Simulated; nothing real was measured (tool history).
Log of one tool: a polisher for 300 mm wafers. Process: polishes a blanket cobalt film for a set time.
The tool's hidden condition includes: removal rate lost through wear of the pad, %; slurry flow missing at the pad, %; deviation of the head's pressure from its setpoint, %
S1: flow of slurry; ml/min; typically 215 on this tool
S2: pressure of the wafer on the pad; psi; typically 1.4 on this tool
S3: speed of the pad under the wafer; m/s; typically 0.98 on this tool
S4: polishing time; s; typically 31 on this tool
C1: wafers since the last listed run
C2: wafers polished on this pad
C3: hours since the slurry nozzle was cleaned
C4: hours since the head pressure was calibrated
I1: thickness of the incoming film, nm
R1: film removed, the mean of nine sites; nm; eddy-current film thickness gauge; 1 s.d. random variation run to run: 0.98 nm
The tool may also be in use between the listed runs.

run	hour	S1	S2	S3	S4	C1	C2	C3	C4	I1	R1
1	0.0	215	1.4	0.98	31	0	2859	656.1	759.4	1448.8	89.5
# hour 50.3: slurry nozzle cleaned
2	58.0	215	1.4	0.98	31	452	3312	7.7	817.4	1439.8	89.2
3	98.3	215	1.4	0.98	31	320	3632	48.0	857.7	1446.0	90.8
# hour 104.3: head pressure recalibrated
4	181.2	215	1.4	0.98	31	642	4275	130.9	76.9	1451.8	89.2
5	253.6	270	1.4	0.98	31	575	4850	203.3	149.3	1452.6	90.6
6	305.6	270	1.4	0.98	31	413	5263	255.3	201.3	1431.8	90.0
# hour 318.4: worn pad replaced by a new one
7	376.0	215	1.4	0.98	31	527	457	325.7	271.7	1464.0	96.1
8	472.7	215	1.4	0.98	31	768	1226	422.4	368.4	1439.3	92.9
9	527.8	215	1.4	0.98	31	437	1664	477.5	423.5	1463.4	89.4
10	631.1	215	1.4	0.98	22	820	2484	580.8	526.8	1435.0	64.6
# hour 708.5: slurry nozzle cleaned
11	848.8	215	1.4	0.98	22	1722	4207	140.3	744.5	1425.6	64.7
# hour 934.5: worn pad replaced by a new one
# hour 941.2: head pressure recalibrated
12	955.4	215	1.4	0.98	31	799	150	246.9	14.2	1467.6	94.2
13	999.0	215	1.4	0.98	31	346	497	290.5	57.8	1462.0	91.8
14	1051.5	215	1.4	0.98	31	417	914	343.0	110.3	1437.8	93.6
15	1114.8	230	1.4	0.82	31	503	1417	406.3	173.6	1448.7	79.4
16	1199.2	230	1.4	0.82	31	670	2087	490.7	258.0	1435.7	78.8
17	1282.4	215	1.4	0.98	31	661	2749	573.9	341.2	1439.4	89.9
# hour 1412.0: slurry nozzle cleaned
18	1487.7	180	1.4	0.78	27	1623	4372	75.7	546.5	1436.1	62.8
# hour 1519.8: worn pad replaced by a new one, of another model than before
19	1536.1	275	1.1	1.30	31	352	129	124.1	594.9	1440.9	93.7
20	1633.8	215	1.4	0.98	22	776	905	221.8	692.6	1472.4	66.4
21	1741.1	215	1.0	0.98	42	852	1758	329.1	799.9	1431.1	97.3
22	1807.3	275	1.6	0.86	36	526	2284	395.3	866.1	1468.3	113.2
23	1868.9	275	1.4	0.70	31	489	2773	456.9	927.7	1460.5	79.1
# hour 1948.6: head pressure recalibrated
24	1950.1	215	1.4	0.80	35	629	3403	538.1	1.5	1454.0	92.4
25	2021.5	215	1.6	0.98	31	567	3970	609.5	72.9	1437.6	100.5
26	2078.9	215	1.9	0.98	26	456	4426	666.9	130.3	1426.2	95.2
# hour 2088.2: slurry nozzle cleaned
# hour 2111.0: worn pad replaced by a new one
27	2127.4	215	1.2	0.98	31	345	130	39.2	178.8	1444.2	84.0
28	2214.3	215	1.4	0.98	37	690	820	126.1	265.7	1448.8	111.4
29	2288.0	280	1.4	1.10	31	585	1406	199.8	339.4	1442.5	97.7
30	2351.5	215	1.4	1.30	20	504	1910	263.3	402.9	1442.6	67.5
31	2427.0	185	1.0	0.68	26	599	2510	338.8	478.4	1448.7	48.9
32	2467.8	215	1.7	1.24	40	324	2835	379.6	519.2	1444.3	152.0
33	2543.5	215	1.4	0.98	31	601	3436	455.3	594.9	1462.2	89.7
34	2615.0	190	1.4	0.88	23	568	4004	526.8	666.4	1450.6	61.1
35	2654.2	215	1.4	0.66	23	311	4316	566.0	705.6	1437.4	54.1
# hour 2703.5: worn pad replaced by a new one
36	2761.1	215	1.4	0.98	31	817	457	672.9	812.5	1451.2	94.0
# hour 2795.9: slurry nozzle cleaned
# hour 2817.1: head pressure recalibrated
37	2848.9	215	1.4	0.98	25	673	1131	53.0	31.8	1460.6	75.4
38	3036.7	215	1.4	0.98	31	1492	2623	240.8	219.6	1473.4	91.0

Measured result minus the same run's result without the hidden state. Both carry the same run-to-run variation, though not necessarily the same gauge scatter:
run	R1
1	-6.1
2	-6.3
3	-6.6
4	-6.8
5	-7.0
6	-7.1
7	-1.7
8	-3.4
9	-3.9
10	-3.5
11	-4.2
12	-1.4
13	-2.4
14	-3.5
15	-3.7
16	-4.5
17	-5.7
18	-4.6
19	-0.5
20	-1.7
21	-4.1
22	-5.6
23	-4.2
24	-5.4
25	-6.1
26	-5.9
27	-1.6
28	-4.3
29	-5.0
30	-4.0
31	-3.2
32	-10.5
33	-6.6
34	-4.7
35	-4.2
36	-2.1
37	-3.0
38	-5.4

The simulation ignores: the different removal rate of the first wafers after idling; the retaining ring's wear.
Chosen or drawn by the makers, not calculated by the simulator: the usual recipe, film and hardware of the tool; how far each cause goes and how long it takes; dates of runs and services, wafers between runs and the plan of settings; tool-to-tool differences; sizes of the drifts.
